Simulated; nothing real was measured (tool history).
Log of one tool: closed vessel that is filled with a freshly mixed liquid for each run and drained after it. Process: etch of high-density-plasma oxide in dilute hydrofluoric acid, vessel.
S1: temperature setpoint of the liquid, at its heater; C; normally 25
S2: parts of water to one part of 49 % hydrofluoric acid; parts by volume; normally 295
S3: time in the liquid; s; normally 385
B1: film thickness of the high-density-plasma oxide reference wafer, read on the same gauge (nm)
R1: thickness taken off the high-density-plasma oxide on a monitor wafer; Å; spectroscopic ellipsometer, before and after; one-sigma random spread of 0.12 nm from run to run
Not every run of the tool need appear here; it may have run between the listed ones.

run,hour,S1,S2,S3,B1,R1
1,0,25,295,385,59.98,112.9
2,8.2,25,295,230,59.99,66.7
3,19.9,25,295,230,60.02,67.8
4,37.9,25,295,230,60.01,67.3
5,48.7,25,295,385,60.04,112.7
6,63.7,25,295,570,60.01,165.5
7,80,25,295,570,59.99,164.4
8,94.1,25,295,385,60,112.6
9,111.3,25,295,385,59.98,112.5
10,127.3,25,370,385,59.99,82
11,136.2,25,370,385,59.98,82.5
12,145.7,25,295,385,59.99,110.7
13,157.6,25,295,385,59.99,111.3
14,171.2,25,295,385,59.98,111.6
15,180.8,22.5,150,605,60.02,359.2
16,193.3,29.5,370,200,60,50
# hour 201.4: hydrofluoric acid flow meter replaced
17,203.7,23,295,385,59.98,105.1
# hour 208: gauge calibrated
18,242.9,28.5,160,285,60.01,199.9
19,250.5,25,295,385,59.98,110.5
20,259.5,27,295,240,59.99,73.1
# hour 265: thermometer replaced
21,274.2,22.5,295,230,59.97,66.4
22,291.5,22.5,295,285,60.03,82.5
23,298.7,26.5,295,320,60,105.7
24,315.2,26.5,250,320,60.02,130
25,327.1,21.5,295,385,60.02,106.5
26,336.4,28,390,385,59.98,90.6
27,346.9,29.5,185,215,59.98,139.6
28,363.2,22.5,150,605,60.01,396.9
29,379,22.5,390,210,59.98,41.2
30,396.7,25,295,385,60,119
31,411,22,340,275,60,64.2

The tool's hidden state at each run:
hydrofluoric acid flow above the setpoint (%): 0 in every run
gauge reads high (%): 0 in every run
H1: liquid colder than its thermometer reads (K)
run,H1
1,1.99
2,2.01
3,2.05
4,2.1
5,2.13
6,2.18
7,2.22
8,2.26
9,2.32
10,2.36
11,2.39
12,2.42
13,2.45
14,2.49
15,2.52
16,2.56
17,2.59
18,2.7
19,2.73
20,2.75
21,0.0735
22,0.124
23,0.146
24,0.194
25,0.229
26,0.257
27,0.288
28,0.335
29,0.382
30,0.434
31,0.476
